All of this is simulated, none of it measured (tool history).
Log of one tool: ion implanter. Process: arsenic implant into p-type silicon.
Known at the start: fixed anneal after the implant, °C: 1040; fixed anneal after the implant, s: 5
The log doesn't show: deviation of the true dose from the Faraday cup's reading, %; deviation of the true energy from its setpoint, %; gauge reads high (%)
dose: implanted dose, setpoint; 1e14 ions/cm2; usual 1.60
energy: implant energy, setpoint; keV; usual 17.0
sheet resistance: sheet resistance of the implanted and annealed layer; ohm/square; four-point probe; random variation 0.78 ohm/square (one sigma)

| run | hour | dose | energy | wafers since the last listed run | hours since the last dose calibration | hours since the extraction supply was calibrated | hours since the gauge calibration | read-back reference wafer on the same gauge, sheet resistance | sheet resistance |
|---|---|---|---|---|---|---|---|---|---|
| 1 | 0.0 | 1.60 | 19.0 | 0 | 996.6 | 4716.8 | 84.0 | 492.05 | 518.66 |
| 2 | 39.2 | 1.60 | 17.0 | 1059 | 1035.8 | 4756.0 | 123.2 | 492.15 | 527.13 |
| 3 | 66.2 | 1.60 | 17.0 | 729 | 1062.8 | 4783.0 | 150.2 | 492.10 | 529.28 |
| 4 | 115.7 | 1.60 | 17.0 | 1337 | 1112.3 | 4832.5 | 199.7 | 492.09 | 529.99 |
| 5 | 173.0 | 1.60 | 17.0 | 1548 | 1169.6 | 4889.8 | 257.0 | 491.94 | 529.55 |
| 6 | 197.9 | 1.60 | 17.0 | 672 | 1194.5 | 4914.7 | 281.9 | 491.81 | 530.90 |
| 7 | 224.6 | 1.60 | 17.0 | 721 | 1221.2 | 4941.4 | 308.6 | 492.20 | 529.08 |
| 8 | 292.4 | 1.60 | 17.0 | 1831 | 1289.0 | 5009.2 | 376.4 | 491.96 | 531.27 |
|  | 305.2 | gauge calibrated |
| 9 | 323.6 | 1.29 | 22.0 | 843 | 1320.2 | 5040.4 | 18.4 | 492.06 | 596.99 |
| 10 | 361.7 | 1.60 | 17.0 | 1029 | 1358.3 | 5078.5 | 56.5 | 492.03 | 533.28 |
| 11 | 397.0 | 1.75 | 22.0 | 953 | 1393.6 | 5113.8 | 91.8 | 492.07 | 481.33 |
| 12 | 458.8 | 1.96 | 20.0 | 1669 | 1455.4 | 5175.6 | 153.6 | 491.99 | 450.35 |
|  | 494.6 | Faraday cup replaced and dose calibrated |
| 13 | 520.6 | 1.79 | 20.0 | 1453 | 26.0 | 5237.4 | 215.4 | 492.22 | 465.99 |
| 14 | 565.3 | 1.60 | 17.0 | 1207 | 70.7 | 5282.1 | 260.1 | 492.01 | 517.48 |
|  | 607.4 | extraction supply calibrated |
| 15 | 627.0 | 1.24 | 23.0 | 1450 | 132.4 | 19.6 | 321.8 | 492.27 | 594.41 |
| 16 | 684.0 | 1.60 | 17.0 | 1540 | 189.4 | 76.6 | 378.8 | 492.02 | 518.00 |
|  | 746.4 | gauge calibrated |
| 17 | 764.9 | 1.29 | 21.0 | 2185 | 270.3 | 157.5 | 18.5 | 492.05 | 584.46 |

Measured less the same run without the tool's hidden state. The same run-to-run variation is in both; the gauge's scatter may not be:
| run | sheet resistance |
|---|---|
| 1 | +8.11 |
| 2 | +8.86 |
| 3 | +9.29 |
| 4 | +10.08 |
| 5 | +11.01 |
| 6 | +11.46 |
| 7 | +11.88 |
| 8 | +13.16 |
| 9 | +14.91 |
| 10 | +14.53 |
| 11 | +13.62 |
| 12 | +13.96 |
| 13 | -1.63 |
| 14 | -1.79 |
| 15 | -1.87 |
| 16 | -1.57 |
| 17 | -1.44 |
